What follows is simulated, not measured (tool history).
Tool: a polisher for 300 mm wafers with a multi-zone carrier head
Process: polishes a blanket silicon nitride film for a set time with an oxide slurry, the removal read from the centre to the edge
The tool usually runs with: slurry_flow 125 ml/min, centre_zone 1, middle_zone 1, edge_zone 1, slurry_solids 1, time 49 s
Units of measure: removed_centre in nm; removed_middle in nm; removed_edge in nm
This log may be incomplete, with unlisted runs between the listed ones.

run     day  slurry_flow  centre_zone  middle_zone  edge_zone  slurry_solids  time  wafers since the last listed run  wafers polished on this pad  hours since the slurry nozzle was cleaned  hours since the centre zone pressure was calibrated  hours since the edge zone pressure was calibrated  hours since the carrier head's membrane was replaced  incoming thickness of the incoming film, nm  removed_centre  removed_middle  removed_edge
  1       0          125            1            1          1              1    49                                 0                          539                                      448.5                                                405.5                                               39.1                                                 118.6                                        417.7            37.1            38.7          38.8
  2   1.317          125            1            1          1              1    49                               274                          813                                      480.1                                                437.1                                               70.7                                                 150.2                                          416            37.1            38.5          38.1
  3   2.808          125            1            1          1              1    49                               310                         1124                                      515.9                                                472.9                                              106.5                                                   186                                        412.5            37.2            37.8          38.1
  4   3.858          125            1            1          1              1    49                               218                         1343                                      541.1                                                498.1                                              131.7                                                 211.2                                        408.2            36.7            37.9          37.5
      5.133  -- worn pad replaced by a new one
  5   6.742          125            1            1          1              1    49                               566                          334                                      610.3                                                567.3                                              200.9                                                 280.4                                        413.9            37.2            38.3          38.2
  6   8.404          125            1            1          1              1    49                               346                          681                                      650.2                                                607.2                                              240.8                                                 320.3                                        407.5            37.1              39          37.9
  7  11.312          125            1            1          1              1    49                               605                         1287                                        720                                                  677                                              310.6                                                 390.1                                        416.3            36.2            37.4          38.1
      12.25  -- worn pad replaced by a new one
  8  13.508          125            1            1          1            1.1    49                               422                          261                                      772.7                                                729.7                                              363.3                                                 442.8                                        413.2            38.2              40          39.7
  9  15.567          125          1.1         0.93          1            1.2    36                               428                          690                                      822.1                                                779.1                                              412.7                                                 492.2                                        409.1            31.2            28.9            30
 10  18.396          125            1            1          1              1    49                               589                         1280                                        890                                                  847                                              480.6                                                 560.1                                        409.5            36.1              38          39.1
     19.417  -- carrier head's membrane replaced by a new one
     19.679  -- worn pad replaced by a new one
     20.421  -- centre zone pressure recalibrated
     21.096  -- slurry nozzle cleaned
     26.342  -- edge zone pressure recalibrated
 11  26.725          125            1            1          1              1    49                              1613                         1424                                      135.1                                                151.3                                                9.2                                                 175.4                                        410.2            37.5            38.6            39
     27.625  -- worn pad replaced by a new one
 12  28.792          140         1.04         1.03          1              1    41                               395                          242                                      184.7                                                200.9                                               58.8                                                   225                                        411.4            32.8            33.5          33.1
 13  30.475          125         0.92         1.12       0.89           0.75    49                               350                          593                                      225.1                                                241.3                                               99.2                                                 265.4                                        417.2            30.3            34.9          31.4
 14  33.333          125            1            1       1.07           1.25    32                               595                         1188                                      293.7                                                309.9                                              167.8                                                   334                                        407.8            27.3            28.3          28.1
     35.296  -- worn pad replaced by a new one
 15  35.883           90            1            1          1              1    63                               496                          122                                      354.9                                                371.1                                                229                                                 395.2                                        411.3            43.9            46.1          46.4

Each row is a separate what-if for the run after 15, all from the same tool condition, not one after another. Results?
  A  35.9          125         0.96            1          1              1    49                                 3                          125                                      355.3                                                371.5                                              229.4                                                 395.6                                        409.5               ?               ?             ?
  B  35.9           90         1.06         1.06          1              1    55                                 3                          125                                      355.3                                                371.5                                              229.4                                                 395.6                                        409.5               ?               ?             ?
  C  35.9          145            1            1          1              1    66                                 3                          125                                      355.3                                                371.5                                              229.4                                                 395.6                                        409.5               ?               ?             ?
  D  35.9          105            1         1.06          1              1    49                                 3                          125                                      355.3                                                371.5                                              229.4                                                 395.6                                        409.5               ?               ?             ?
  E  35.9          125            1            1       0.94           0.75    49                                 3                          125                                      355.3                                                371.5                                              229.4                                                 395.6                                        409.5               ?               ?             ?

run  removed_centre  removed_middle  removed_edge
  A              36            38.8          38.3
  B              40            41.9            41
  C            51.5            53.7          52.6
  D            35.6            38.6          37.3
  E            31.8            33.3          32.3
Without the tool's unlogged condition, the same runs would have read:
run  removed_centre  removed_middle  removed_edge
  A            36.6            39.3          38.7
  B            40.9            42.6          41.4
  C            52.2            54.3            53
  D            36.2            39.2          37.7
  E            32.4            33.8          32.6

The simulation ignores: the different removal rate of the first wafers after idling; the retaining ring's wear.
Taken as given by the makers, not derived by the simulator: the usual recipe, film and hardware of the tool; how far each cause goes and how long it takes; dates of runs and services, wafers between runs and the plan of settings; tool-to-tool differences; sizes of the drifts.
